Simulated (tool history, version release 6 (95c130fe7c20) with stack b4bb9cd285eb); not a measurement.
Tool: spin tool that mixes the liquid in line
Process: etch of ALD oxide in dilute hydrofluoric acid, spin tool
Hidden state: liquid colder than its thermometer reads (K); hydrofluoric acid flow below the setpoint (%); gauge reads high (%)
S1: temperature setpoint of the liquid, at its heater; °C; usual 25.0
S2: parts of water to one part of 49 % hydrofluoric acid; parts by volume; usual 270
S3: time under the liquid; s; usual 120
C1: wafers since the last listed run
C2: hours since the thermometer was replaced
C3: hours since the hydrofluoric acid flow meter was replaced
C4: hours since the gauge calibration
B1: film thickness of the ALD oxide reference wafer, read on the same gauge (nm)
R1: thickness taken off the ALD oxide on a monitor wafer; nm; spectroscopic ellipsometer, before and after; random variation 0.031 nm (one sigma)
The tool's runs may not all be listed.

Run 1, hour 0.0: usual settings but S1 22.0 °C, S3 165 s; C1 0; C2 2566.3; C3 388.6; C4 25.8; B1 110.01. Result: R1 9.68 nm.
Run 2, hour 10.1: usual settings but S2 225 parts by volume, S3 160 s; C1 114; C2 2576.4; C3 398.7; C4 35.9; B1 110.00. Result: R1 13.12 nm.
Run 3, hour 22.1: usual settings but S2 225 parts by volume, S3 160 s; C1 136; C2 2588.4; C3 410.7; C4 47.9; B1 110.00. Result: R1 13.11 nm.
Run 4, hour 63.1: usual settings; C1 466; C2 2629.4; C3 451.7; C4 88.9; B1 110.02. Result: R1 7.79 nm.
Run 5, hour 77.8: usual settings but S2 375 parts by volume; C1 167; C2 2644.1; C3 466.4; C4 103.6; B1 110.00. Result: R1 5.10 nm.
Run 6, hour 92.0: usual settings but S2 375 parts by volume; C1 161; C2 2658.3; C3 480.6; C4 117.8; B1 110.01. Result: R1 5.08 nm.
Run 7, hour 99.0: usual settings but S1 22.0 °C; C1 79; C2 2665.3; C3 487.6; C4 124.8; B1 109.99. Result: R1 6.96 nm.
Run 8, hour 114.2: usual settings but S3 165 s; C1 173; C2 2680.5; C3 502.8; C4 140.0; B1 110.02. Result: R1 10.72 nm.
Run 9, hour 126.0: usual settings but S3 95 s; C1 134; C2 2692.3; C3 514.6; C4 151.8; B1 109.98. Result: R1 6.18 nm.
Run 10, hour 137.2: usual settings but S3 95 s; C1 127; C2 2703.5; C3 525.8; C4 163.0; B1 109.99. Result: R1 6.14 nm.
Run 11, hour 144.4: usual settings but S3 170 s; C1 81; C2 2710.7; C3 533.0; C4 170.2; B1 109.99. Result: R1 11.00 nm.
Run 12, hour 158.7: usual settings but S3 170 s; C1 162; C2 2725.0; C3 547.3; C4 184.5; B1 109.98. Result: R1 11.00 nm.
Run 13, hour 175.6: usual settings but S1 24.0 °C; C1 192; C2 2741.9; C3 564.2; C4 201.4; B1 110.03. Result: R1 7.51 nm.
Run 14, hour 191.8: usual settings; C1 184; C2 2758.1; C3 580.4; C4 217.6; B1 110.00. Result: R1 7.72 nm.
Run 15, hour 198.3: usual settings; C1 73; C2 2764.6; C3 586.9; C4 224.1; B1 109.99. Result: R1 7.75 nm.
Run 16, hour 204.7: usual settings; C1 72; C2 2771.0; C3 593.3; C4 230.5; B1 110.01. Result: R1 7.73 nm.
Run 17, hour 212.7: usual settings; C1 91; C2 2779.0; C3 601.3; C4 238.5; B1 110.00. Result: R1 7.72 nm.
Run 18, hour 222.4: usual settings but S1 22.5 °C; C1 110; C2 2788.7; C3 611.0; C4 248.2; B1 110.01. Result: R1 7.06 nm.
Run 19, hour 228.6: usual settings; C1 70; C2 2794.9; C3 617.2; C4 254.4; B1 109.99. Result: R1 7.71 nm.
At hour 241.7: thermometer replaced.
Run 20, hour 242.4: usual settings but S1 20.0 °C, S2 230 parts by volume, S3 100 s; C1 145; C2 0.7; C3 631.0; C4 268.2; B1 110.00. Result: R1 7.30 nm.
Run 21, hour 253.5: usual settings but S1 26.5 °C, S2 365 parts by volume, S3 90 s; C1 126; C2 11.8; C3 642.1; C4 279.3; B1 110.01. Result: R1 4.57 nm.
Run 22, hour 261.9: usual settings but S1 20.5 °C, S2 145 parts by volume; C1 95; C2 20.2; C3 650.5; C4 287.7; B1 110.00. Result: R1 15.42 nm.
At hour 286.2: hydrofluoric acid flow meter replaced.
Run 23, hour 301.9: usual settings; C1 443; C2 60.2; C3 15.7; C4 327.7; B1 110.00. Result: R1 8.74 nm.
Run 24, hour 309.6: usual settings but S1 22.0 °C, S2 155 parts by volume, S3 95 s; C1 87; C2 67.9; C3 23.4; C4 335.4; B1 110.00. Result: R1 12.17 nm.
Run 25, hour 319.7: usual settings but S1 29.5 °C, S2 155 parts by volume; C1 114; C2 78.0; C3 33.5; C4 345.5; B1 110.00. Result: R1 20.25 nm.
Run 26, hour 329.6: usual settings; C1 112; C2 87.9; C3 43.4; C4 355.4; B1 110.02. Result: R1 8.71 nm.
At hour 334.5: gauge calibrated.
Run 27, hour 346.1: usual settings but S2 400 parts by volume; C1 187; C2 104.4; C3 59.9; C4 11.6; B1 109.96. Result: R1 5.18 nm.
Run 28, hour 359.8: usual settings but S2 380 parts by volume, S3 175 s; C1 155; C2 118.1; C3 73.6; C4 25.3; B1 110.04. Result: R1 8.11 nm.
Run 29, hour 377.1: usual settings but S3 80 s; C1 196; C2 135.4; C3 90.9; C4 42.6; B1 110.01. Result: R1 5.76 nm.
Run 30, hour 392.1: usual settings but S3 65 s; C1 170; C2 150.4; C3 105.9; C4 57.6; B1 110.00. Result: R1 4.69 nm.
Run 31, hour 408.9: usual settings but S1 20.0 °C, S2 380 parts by volume, S3 145 s; C1 191; C2 167.2; C3 122.7; C4 74.4; B1 109.99. Result: R1 5.67 nm.
Run 32, hour 418.1: usual settings but S1 23.5 °C; C1 104; C2 176.4; C3 131.9; C4 83.6; B1 109.97. Result: R1 8.29 nm.
Run 33, hour 427.1: usual settings but S1 23.0 °C; C1 102; C2 185.4; C3 140.9; C4 92.6; B1 110.01. Result: R1 8.09 nm.
Run 34, hour 436.5: usual settings but S1 26.5 °C, S2 335 parts by volume; C1 107; C2 194.8; C3 150.3; C4 102.0; B1 110.02. Result: R1 6.91 nm.
Run 35, hour 450.1: usual settings but S2 375 parts by volume; C1 154; C2 208.4; C3 163.9; C4 115.6; B1 110.00. Result: R1 5.63 nm.

3 ways to go on from here, each from the tool as it stands after run 35. What would each give?
Run A, hour 450.5: usual settings but S1 20.5 °C; C1 4; C2 208.8; C3 164.3; C4 116.0; B1 ?. Result: R1 ?.
Run B, hour 450.5: usual settings but S1 27.0 °C, S2 140 parts by volume, S3 80 s; C1 4; C2 208.8; C3 164.3; C4 116.0; B1 ?. Result: R1 ?.
Run C, hour 450.5: usual settings but S2 180 parts by volume, S3 95 s; C1 4; C2 208.8; C3 164.3; C4 116.0; B1 ?. Result: R1 ?.

run      B1     R1
  A  109.96   7.41
  B  109.96  13.92
  C  109.96  11.39
Without the tool's hidden state the same runs would have given:
run     R1
  A   7.51
  B  14.12
  C  11.55
